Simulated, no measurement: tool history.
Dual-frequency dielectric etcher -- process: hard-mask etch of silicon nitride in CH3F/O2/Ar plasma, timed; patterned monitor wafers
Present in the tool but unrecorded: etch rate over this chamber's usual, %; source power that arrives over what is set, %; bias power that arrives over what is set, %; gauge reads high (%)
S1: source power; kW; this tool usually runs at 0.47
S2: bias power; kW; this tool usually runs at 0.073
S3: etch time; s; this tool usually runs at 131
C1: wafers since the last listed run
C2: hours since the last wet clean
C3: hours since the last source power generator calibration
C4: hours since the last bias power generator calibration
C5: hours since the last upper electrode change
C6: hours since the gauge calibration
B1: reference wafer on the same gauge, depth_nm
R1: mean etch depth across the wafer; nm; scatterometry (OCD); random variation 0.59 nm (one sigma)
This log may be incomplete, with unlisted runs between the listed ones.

run   hour    S1     S2     S3   C1     C2      C3      C4      C5     C6    B1     R1
  1      0  0.56  0.073    131    0  290.6  4972.5  2654.8  2259.9  107.9  81.1  108.2
  2   24.5  0.47  0.082    131  164  315.1    4997  2679.3  2284.4  132.4    81  107.1
  3   54.3  0.47  0.082    131  199  344.9  5026.8  2709.1  2314.2  162.2  81.2  106.4
  4   81.4  0.47  0.082    131  181    372  5053.9  2736.2  2341.3  189.3  81.2  106.4
  5  101.2  0.47  0.085    131  132  391.8  5073.7    2756  2361.1  209.1    81  108.4
  6  116.3  0.47  0.085    131  101  406.9  5088.8  2771.1  2376.2  224.2  81.1  107.7
     120.7  -- gauge calibrated
  7  149.6  0.47  0.085    131  222  440.2  5122.1  2804.4  2409.5   28.9  81.1  108.1
     202.1  -- wet clean of the chamber
     221.8  -- upper electrode replaced
  8  228.2  0.43  0.089    131  233   26.1  5200.7    2883     6.4  107.5  81.1  106.3
     233.8  -- source power generator calibrated
     248.4  -- bias power generator calibrated
  9  260.7  0.52  0.064   96.5  164   58.6    26.9    12.3    38.9    140  81.2     72
 10  283.2  0.58  0.059     97  150   81.1    49.4    34.8    61.4  162.5    81   72.9
 11  308.4  0.54  0.084  160.5  168  106.3    74.6      60    86.6  187.7    81  141.2
 12  320.8  0.47  0.088    131   83  118.7      87    72.4      99  200.1  81.1  110.5
 13  339.7  0.47  0.073    131  126  137.6   105.9    91.3   117.9    219  81.1   98.8
 14  359.4  0.47  0.073    131  131  157.3   125.6     111   137.6  238.7    81  100.3

3 ways to go on from here, each from the tool as it stands after run 14. What would each give?
  A  359.9  0.47  0.073  152.5   3  157.8  126.1  111.5  138.1  239.2   ?   ?
  B  359.9  0.47  0.073    150   3  157.8  126.1  111.5  138.1  239.2   ?   ?
  C  359.9  0.53  0.073    131   3  157.8  126.1  111.5  138.1  239.2   ?   ?

run    B1     R1
  A  81.2  116.2
  B  81.2  114.3
  C  81.2  106.3
Without the tool's unlogged condition, the same runs would have read:
run     R1
  A  116.2
  B  114.3
  C  106.3
